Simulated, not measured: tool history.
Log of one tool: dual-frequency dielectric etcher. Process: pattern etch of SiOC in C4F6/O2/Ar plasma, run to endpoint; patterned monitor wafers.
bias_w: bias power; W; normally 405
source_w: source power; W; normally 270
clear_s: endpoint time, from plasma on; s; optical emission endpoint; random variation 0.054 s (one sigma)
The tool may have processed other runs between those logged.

run,day,bias_w,source_w,"incoming incoming film thickness, nm",clear_s
1,0,334,270,40.63,18.3
2,3.721,405,300,40.53,16.2
3,7.925,405,270,40.72,16.6
4,12.325,443,270,41.17,15.9
5,14.038,405,270,40.74,16.5
# day 15.442: wet clean of the chamber
6,17.521,405,270,40.14,16.5
7,21.362,405,270,40.52,16.7
# day 26.883: upper electrode replaced
# day 28.95: source power generator calibrated
8,28.971,405,270,40.75,16.7
9,31.967,363,270,40.09,17.2
10,34.567,405,270,40.85,16.7
11,36.288,405,270,40.25,16.4

Estimate the outcome of run 12 from the log above:
12,40.246,405,270,40.59,?

{"run 12": {"clear_s": 16.4}}
With the hidden condition absent and the run-to-run variation left alone, this run would have shown clear_s 16.8 s.
